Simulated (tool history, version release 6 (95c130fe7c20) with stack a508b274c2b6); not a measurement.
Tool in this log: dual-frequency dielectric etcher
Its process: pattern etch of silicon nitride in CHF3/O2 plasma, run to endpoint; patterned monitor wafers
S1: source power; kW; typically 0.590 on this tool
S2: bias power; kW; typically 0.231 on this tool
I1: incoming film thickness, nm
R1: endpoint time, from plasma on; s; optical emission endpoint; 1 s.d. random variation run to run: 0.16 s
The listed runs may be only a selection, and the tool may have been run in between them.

run 1 day=0.000 | S1=0.590 S2=0.231 | I1=91.3 | R1=52.2
run 2 day=1.167 | S1=0.590 S2=0.231 | I1=91.3 | R1=52.5
run 3 day=2.408 | S1=0.590 S2=0.231 | I1=91.8 | R1=52.5
run 4 day=2.917 | S1=0.590 S2=0.231 | I1=91.8 | R1=52.4
run 5 day=3.717 | S1=0.590 S2=0.231 | I1=90.8 | R1=51.8
run 6 day=4.338 | S1=0.590 S2=0.231 | I1=90.5 | R1=51.6
run 7 day=4.917 | S1=0.590 S2=0.231 | I1=91.5 | R1=52.3
run 8 day=6.208 | S1=0.590 S2=0.189 | I1=91.4 | R1=54.2
-- day=7.883 source power generator calibrated
-- day=8.092 wet clean of the chamber
run 9 day=8.112 | S1=0.590 S2=0.231 | I1=91.3 | R1=53.8
-- day=9.179 upper electrode replaced
run 10 day=9.200 | S1=0.720 S2=0.182 | I1=91.0 | R1=53.0
run 11 day=9.217 | S1=0.590 S2=0.231 | I1=91.8 | R1=53.9
run 12 day=9.804 | S1=0.540 S2=0.287 | I1=90.5 | R1=51.7
-- day=10.267 bias power generator calibrated
run 13 day=11.146 | S1=0.470 S2=0.250 | I1=91.4 | R1=56.1
run 14 day=12.354 | S1=0.450 S2=0.214 | I1=91.7 | R1=58.9
run 15 day=13.100 | S1=0.590 S2=0.203 | I1=91.2 | R1=54.4

What if the next run were any one of these 3? Each begins from the tool's condition after run 15:
run A day=13.117 | S1=0.490 S2=0.231 | I1=91.7 | R1=?
run B day=13.117 | S1=0.520 S2=0.197 | I1=91.7 | R1=?
run C day=13.117 | S1=0.540 S2=0.180 | I1=91.7 | R1=?

run=A R1=56.5
run=B R1=57.7
run=C R1=58.3
Had the tool no hidden state, the same runs would have come out as:
run=A R1=56.7
run=B R1=57.9
run=C R1=58.5
